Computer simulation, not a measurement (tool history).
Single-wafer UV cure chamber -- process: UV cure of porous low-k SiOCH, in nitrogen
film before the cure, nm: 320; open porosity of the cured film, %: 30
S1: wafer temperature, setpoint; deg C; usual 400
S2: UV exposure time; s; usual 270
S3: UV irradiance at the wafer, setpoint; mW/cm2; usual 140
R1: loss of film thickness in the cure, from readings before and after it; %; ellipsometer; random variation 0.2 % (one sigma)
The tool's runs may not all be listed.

run,hour,S1,S2,S3,R1
1,0,391,270,118,14.335
2,15.7,400,270,140,15.483
3,33.5,400,270,140,15.378
4,53.8,400,270,140,15.42
5,70.5,385,270,140,15.151
6,83.6,385,270,140,14.738
7,106.1,390,270,140,14.746
8,121.9,390,270,140,14.672
9,151.7,390,270,140,14.579
10,186.4,392,330,140,15.484
11,212.2,392,330,140,15.092
12,245.8,400,270,140,14.235
13,260,400,270,140,14.286
14,292.2,400,270,140,14.109
15,318.8,405,220,168,14.012
16,345.4,400,270,140,14.038
17,377.3,384,130,165,10.584
18,393.6,385,270,159,14.087
# hour 423.4: quartz window cleaned
19,423.9,415,270,125,14.921

For run 20, what comes out?
20,431.5,392,270,101,?

{"run 20": {"R1": 13.123}}
Take away the tool's hidden state, keep the run-to-run variation as it was, and the same run would have given R1 15.522 %.
